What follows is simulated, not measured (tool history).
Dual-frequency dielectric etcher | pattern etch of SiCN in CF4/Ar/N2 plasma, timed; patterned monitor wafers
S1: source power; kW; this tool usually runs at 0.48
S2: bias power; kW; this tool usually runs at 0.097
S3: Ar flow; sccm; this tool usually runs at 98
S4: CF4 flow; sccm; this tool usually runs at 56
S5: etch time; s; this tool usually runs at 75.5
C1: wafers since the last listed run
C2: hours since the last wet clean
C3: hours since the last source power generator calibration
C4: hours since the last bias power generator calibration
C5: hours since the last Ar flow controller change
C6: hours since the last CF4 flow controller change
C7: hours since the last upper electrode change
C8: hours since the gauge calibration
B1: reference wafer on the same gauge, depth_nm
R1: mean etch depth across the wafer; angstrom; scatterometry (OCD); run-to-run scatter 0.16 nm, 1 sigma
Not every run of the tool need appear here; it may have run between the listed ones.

{"run": 1, "day": 0.0, "S1": 0.48, "S2": 0.097, "S3": 98, "S4": 60, "S5": 75.5, "C1": 0, "C2": 249.4, "C3": 3991.4, "C4": 3287.7, "C5": 3799.9, "C6": 3662.6, "C7": 6147.1, "C8": 337, "B1": 87.9, "R1": 785}
{"day": 0.496, "done": "gauge calibrated"}
{"run": 2, "day": 1.004, "S1": 0.48, "S2": 0.097, "S3": 98, "S4": 60, "S5": 75.5, "C1": 292, "C2": 273.5, "C3": 4015.5, "C4": 3311.8, "C5": 3824, "C6": 3686.7, "C7": 6171.2, "C8": 12.2, "B1": 86.4, "R1": 775}
{"run": 3, "day": 1.529, "S1": 0.48, "S2": 0.097, "S3": 98, "S4": 56, "S5": 75.5, "C1": 152, "C2": 286.1, "C3": 4028.1, "C4": 3324.4, "C5": 3836.6, "C6": 3699.3, "C7": 6183.8, "C8": 24.8, "B1": 86.6, "R1": 763}
{"run": 4, "day": 2.904, "S1": 0.48, "S2": 0.097, "S3": 98, "S4": 56, "S5": 75.5, "C1": 400, "C2": 319.1, "C3": 4061.1, "C4": 3357.4, "C5": 3869.6, "C6": 3732.3, "C7": 6216.8, "C8": 57.8, "B1": 86.9, "R1": 765}
{"run": 5, "day": 3.5, "S1": 0.48, "S2": 0.097, "S3": 98, "S4": 56, "S5": 75.5, "C1": 173, "C2": 333.4, "C3": 4075.4, "C4": 3371.7, "C5": 3883.9, "C6": 3746.6, "C7": 6231.1, "C8": 72.1, "B1": 86.8, "R1": 763}
{"run": 6, "day": 4.958, "S1": 0.48, "S2": 0.097, "S3": 98, "S4": 56, "S5": 75.5, "C1": 424, "C2": 368.4, "C3": 4110.4, "C4": 3406.7, "C5": 3918.9, "C6": 3781.6, "C7": 6266.1, "C8": 107.1, "B1": 87.1, "R1": 766}
{"day": 6.596, "done": "upper electrode replaced"}
{"run": 7, "day": 6.617, "S1": 0.48, "S2": 0.097, "S3": 98, "S4": 56, "S5": 75.5, "C1": 191, "C2": 408.2, "C3": 4150.2, "C4": 3446.5, "C5": 3958.7, "C6": 3821.4, "C7": 0.5, "C8": 146.9, "B1": 87.2, "R1": 768}
{"day": 8.258, "done": "wet clean of the chamber"}
{"run": 8, "day": 8.279, "S1": 0.44, "S2": 0.097, "S3": 98, "S4": 56, "S5": 75.5, "C1": 192, "C2": 0.5, "C3": 4190.1, "C4": 3486.4, "C5": 3998.6, "C6": 3861.3, "C7": 40.4, "C8": 186.8, "B1": 87.3, "R1": 703}
{"day": 9.021, "done": "CF4 flow controller replaced"}
{"run": 9, "day": 9.146, "S1": 0.44, "S2": 0.097, "S3": 98, "S4": 56, "S5": 75.5, "C1": 179, "C2": 21.3, "C3": 4210.9, "C4": 3507.2, "C5": 4019.4, "C6": 3, "C7": 61.2, "C8": 207.6, "B1": 87.3, "R1": 700}
{"run": 10, "day": 9.771, "S1": 0.44, "S2": 0.097, "S3": 98, "S4": 56, "S5": 75.5, "C1": 182, "C2": 36.3, "C3": 4225.9, "C4": 3522.2, "C5": 4034.4, "C6": 18, "C7": 76.2, "C8": 222.6, "B1": 87.3, "R1": 702}
{"run": 11, "day": 11.183, "S1": 0.58, "S2": 0.089, "S3": 84, "S4": 51, "S5": 75.5, "C1": 411, "C2": 70.2, "C3": 4259.8, "C4": 3556.1, "C5": 4068.3, "C6": 51.9, "C7": 110.1, "C8": 256.5, "B1": 87.4, "R1": 902}
{"run": 12, "day": 12.042, "S1": 0.44, "S2": 0.097, "S3": 98, "S4": 56, "S5": 75.5, "C1": 249, "C2": 90.8, "C3": 4280.4, "C4": 3576.7, "C5": 4088.9, "C6": 72.5, "C7": 130.7, "C8": 277.1, "B1": 87.4, "R1": 703}
{"day": 13.033, "done": "Ar flow controller replaced"}
{"run": 13, "day": 13.492, "S1": 0.48, "S2": 0.097, "S3": 91, "S4": 65, "S5": 75.5, "C1": 349, "C2": 125.6, "C3": 4315.2, "C4": 3611.5, "C5": 11, "C6": 107.3, "C7": 165.5, "C8": 311.9, "B1": 87.4, "R1": 801}
{"day": 13.738, "done": "source power generator calibrated"}
{"run": 14, "day": 14.275, "S1": 0.48, "S2": 0.097, "S3": 98, "S4": 65, "S5": 59, "C1": 179, "C2": 144.4, "C3": 12.9, "C4": 3630.3, "C5": 29.8, "C6": 126.1, "C7": 184.3, "C8": 330.7, "B1": 87.5, "R1": 623}
{"day": 14.917, "done": "gauge calibrated"}
{"run": 15, "day": 15.325, "S1": 0.48, "S2": 0.097, "S3": 98, "S4": 56, "S5": 62.5, "C1": 305, "C2": 169.6, "C3": 38.1, "C4": 3655.5, "C5": 55, "C6": 151.3, "C7": 209.5, "C8": 9.8, "B1": 86.6, "R1": 632}
{"run": 16, "day": 15.988, "S1": 0.48, "S2": 0.097, "S3": 82, "S4": 56, "S5": 75.5, "C1": 192, "C2": 185.5, "C3": 54, "C4": 3671.4, "C5": 70.9, "C6": 167.2, "C7": 225.4, "C8": 25.7, "B1": 86.8, "R1": 786}
{"day": 16.925, "done": "bias power generator calibrated"}
{"run": 17, "day": 16.946, "S1": 0.38, "S2": 0.097, "S3": 98, "S4": 56, "S5": 69, "C1": 230, "C2": 208.5, "C3": 77, "C4": 0.5, "C5": 93.9, "C6": 190.2, "C7": 248.4, "C8": 48.7, "B1": 86.9, "R1": 545}
{"run": 18, "day": 18.108, "S1": 0.48, "S2": 0.097, "S3": 85, "S4": 56, "S5": 92, "C1": 338, "C2": 236.4, "C3": 104.9, "C4": 28.4, "C5": 121.8, "C6": 218.1, "C7": 276.3, "C8": 76.6, "B1": 87.1, "R1": 955}
{"run": 19, "day": 19.408, "S1": 0.48, "S2": 0.09, "S3": 84, "S4": 56, "S5": 75.5, "C1": 378, "C2": 267.6, "C3": 136.1, "C4": 59.6, "C5": 153, "C6": 249.3, "C7": 307.5, "C8": 107.8, "B1": 87.2, "R1": 761}
{"run": 20, "day": 20.812, "S1": 0.48, "S2": 0.097, "S3": 98, "S4": 56, "S5": 75.5, "C1": 408, "C2": 301.3, "C3": 169.8, "C4": 93.3, "C5": 186.7, "C6": 283, "C7": 341.2, "C8": 141.5, "B1": 87.3, "R1": 770}
{"run": 21, "day": 22.117, "S1": 0.48, "S2": 0.097, "S3": 98, "S4": 43, "S5": 75.5, "C1": 379, "C2": 332.6, "C3": 201.1, "C4": 124.6, "C5": 218, "C6": 314.3, "C7": 372.5, "C8": 172.8, "B1": 87.5, "R1": 720}

Here are 4 independent what-if runs from the current tool condition. What would each one return?
{"run": "A", "day": 22.133, "S1": 0.48, "S2": 0.097, "S3": 98, "S4": 56, "S5": 75.5, "C1": 4, "C2": 333, "C3": 201.5, "C4": 125, "C5": 218.4, "C6": 314.7, "C7": 372.9, "C8": 173.2, "B1": "?", "R1": "?"}
{"run": "B", "day": 22.133, "S1": 0.52, "S2": 0.113, "S3": 121, "S4": 64, "S5": 75.5, "C1": 4, "C2": 333, "C3": 201.5, "C4": 125, "C5": 218.4, "C6": 314.7, "C7": 372.9, "C8": 173.2, "B1": "?", "R1": "?"}
{"run": "C", "day": 22.133, "S1": 0.43, "S2": 0.097, "S3": 98, "S4": 56, "S5": 75.5, "C1": 4, "C2": 333, "C3": 201.5, "C4": 125, "C5": 218.4, "C6": 314.7, "C7": 372.9, "C8": 173.2, "B1": "?", "R1": "?"}
{"run": "D", "day": 22.133, "S1": 0.51, "S2": 0.086, "S3": 119, "S4": 56, "S5": 58.5, "C1": 4, "C2": 333, "C3": 201.5, "C4": 125, "C5": 218.4, "C6": 314.7, "C7": 372.9, "C8": 173.2, "B1": "?", "R1": "?"}

run=A B1=87.5 R1=770
run=B B1=87.5 R1=893
run=C B1=87.5 R1=686
run=D B1=87.5 R1=585
Without the tool's hidden state the same runs would have given:
run=A R1=762
run=B R1=883
run=C R1=678
run=D R1=579

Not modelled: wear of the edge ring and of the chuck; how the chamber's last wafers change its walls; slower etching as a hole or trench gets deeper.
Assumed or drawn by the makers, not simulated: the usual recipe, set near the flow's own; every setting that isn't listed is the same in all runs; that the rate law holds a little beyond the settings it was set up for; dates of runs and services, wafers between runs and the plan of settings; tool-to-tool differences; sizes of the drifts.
